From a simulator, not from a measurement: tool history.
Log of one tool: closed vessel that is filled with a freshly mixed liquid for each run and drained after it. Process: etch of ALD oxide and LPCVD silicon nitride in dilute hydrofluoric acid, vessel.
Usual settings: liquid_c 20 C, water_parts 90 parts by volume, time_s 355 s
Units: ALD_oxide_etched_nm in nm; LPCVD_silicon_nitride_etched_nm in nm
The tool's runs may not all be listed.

run    hour  liquid_c  water_parts  time_s  wafers since the last listed run  hours since the thermometer was replaced  hours since the hydrofluoric acid flow meter was replaced  hours since the gauge calibration  read-back film thickness of the ALD oxide reference wafer, read on the same gauge (nm)  read-back film thickness of the LPCVD silicon nitride reference wafer, read on the same gauge (nm)  ALD_oxide_etched_nm  LPCVD_silicon_nitride_etched_nm
  1       0        17           90     355                                 0                                       966                                                     1504.2                             1017.4                                                                                  130.03                                                                                             119.985                36.74                            1.255
  2    84.8        20           90     355                              7519                                    1050.8                                                       1589                             1102.2                                                                                  130.02                                                                                              119.99                41.25                            1.549
  3   159.2        20           90     355                              6597                                    1125.2                                                     1663.4                             1176.6                                                                                  129.99                                                                                             120.032                41.75                            1.552
  4     246        20           90     300                              7697                                      1212                                                     1750.2                             1263.4                                                                                  130.02                                                                                             120.014                35.27                            1.315
      264.7  -- gauge calibrated
  5   341.8        20           90     300                              8495                                    1307.8                                                       1846                               77.1                                                                                  129.98                                                                                             120.001                36.23                            1.385
  6   404.1        20           90     300                              5524                                    1370.1                                                     1908.3                              139.4                                                                                  130.01                                                                                             119.989                35.95                            1.371
  7     473        20           90     355                              6109                                      1439                                                     1977.2                              208.3                                                                                     130                                                                                             119.996                42.04                            1.664
  8   535.2        20           90     445                              5515                                    1501.2                                                     2039.4                              270.5                                                                                  130.02                                                                                             119.974                52.46                            2.012
  9   633.6        20          120     355                              8725                                    1599.6                                                     2137.8                              368.9                                                                                  130.03                                                                                             119.987                30.98                            1.242
      652.5  -- hydrofluoric acid flow meter replaced
 10   795.8        20          120     355                             14294                                    1761.8                                                      143.3                              531.1                                                                                     130                                                                                             120.012                30.92                            1.254
 11     899        20          120     355                              9151                                      1865                                                      246.5                              634.3                                                                                  130.01                                                                                              120.02                30.78                            1.286
      907.9  -- thermometer replaced
 12   995.1        20           90     355                              8433                                      87.2                                                      342.6                              730.4                                                                                  130.01                                                                                             119.972                 40.3                            1.496
 13  1036.7        17           90     275                              3688                                     128.8                                                      384.2                                772                                                                                  130.01                                                                                             120.031                27.57                            0.954
 14  1121.6        20           90     355                              7528                                     213.7                                                      469.1                              856.9                                                                                  130.01                                                                                             119.992                40.64                            1.575
 15  1189.6        20           90     355                              6030                                     281.7                                                      537.1                              924.9                                                                                  129.98                                                                                             119.981                40.11                            1.518
 16  1259.4        20           90     195                              6189                                     351.5                                                      606.9                              994.7                                                                                  129.99                                                                                             119.983                22.24                            0.835
 17    1296        20           65     240                              3245                                     388.1                                                      643.5                             1031.3                                                                                  130.01                                                                                             119.991                 39.6                            1.424
 18  1367.8        20           90     355                              6366                                     459.9                                                      715.3                             1103.1                                                                                  130.01                                                                                             120.005                40.78                            1.527
 19  1438.3        20           90     355                              6251                                     530.4                                                      785.8                             1173.6                                                                                  129.96                                                                                             120.001                41.33                            1.591
     1472.4  -- gauge calibrated
 20  1555.3        20           90     355                             10375                                     647.4                                                      902.8                               82.9                                                                                  129.99                                                                                             120.005                 41.1                            1.546
 21  1622.5        23           90     190                              5959                                     714.6                                                        970                              150.1                                                                                     130                                                                                             120.024                25.04                            1.008
 22  1658.9        20           70     355                              3227                                       751                                                     1006.4                              186.5                                                                                  129.98                                                                                             120.002                54.42                            1.979
 23  1708.8        20          100     355                              4424                                     800.9                                                     1056.3                              236.4                                                                                  129.99                                                                                             120.014                37.57                             1.42
 24  1758.7        20           90     210                              4424                                     850.8                                                     1106.2                              286.3                                                                                  130.01                                                                                             120.013                24.47                            0.922
 25  1846.7        20           70     355                              7803                                     938.8                                                     1194.2                              374.3                                                                                  129.98                                                                                             120.006                54.54                             2.04
 26  1901.4        17           65     560                              4850                                     993.5                                                     1248.9                                429                                                                                  129.96                                                                                             120.006                83.48                             2.81
 27  1991.5      17.5           90     355                              7989                                    1083.6                                                       1339                              519.1                                                                                  130.01                                                                                             120.006                37.95                            1.331

Forecast each of these 3 alternatives for the next run:
  A  1992.2        20           50     355                                62                                    1084.3                                                     1339.7                              519.8                                                                                       ?                                                                                                   ?                    ?                                ?
  B  1992.2        17          135     220                                62                                    1084.3                                                     1339.7                              519.8                                                                                       ?                                                                                                   ?                    ?                                ?
  C  1992.2        18           90     355                                62                                    1084.3                                                     1339.7                              519.8                                                                                       ?                                                                                                   ?                    ?                                ?

run  read-back film thickness of the ALD oxide reference wafer, read on the same gauge (nm)  read-back film thickness of the LPCVD silicon nitride reference wafer, read on the same gauge (nm)  ALD_oxide_etched_nm  LPCVD_silicon_nitride_etched_nm
  A                                                                                  130.01                                                                                             120.016                 80.1                            2.856
  B                                                                                  130.01                                                                                             120.016                14.76                            0.547
  C                                                                                  130.01                                                                                             120.016                39.05                            1.403
Without the tool's hidden state the same runs would have given:
run  ALD_oxide_etched_nm  LPCVD_silicon_nitride_etched_nm
  A                75.78                            2.609
  B                13.98                              0.5
  C                36.96                            1.282
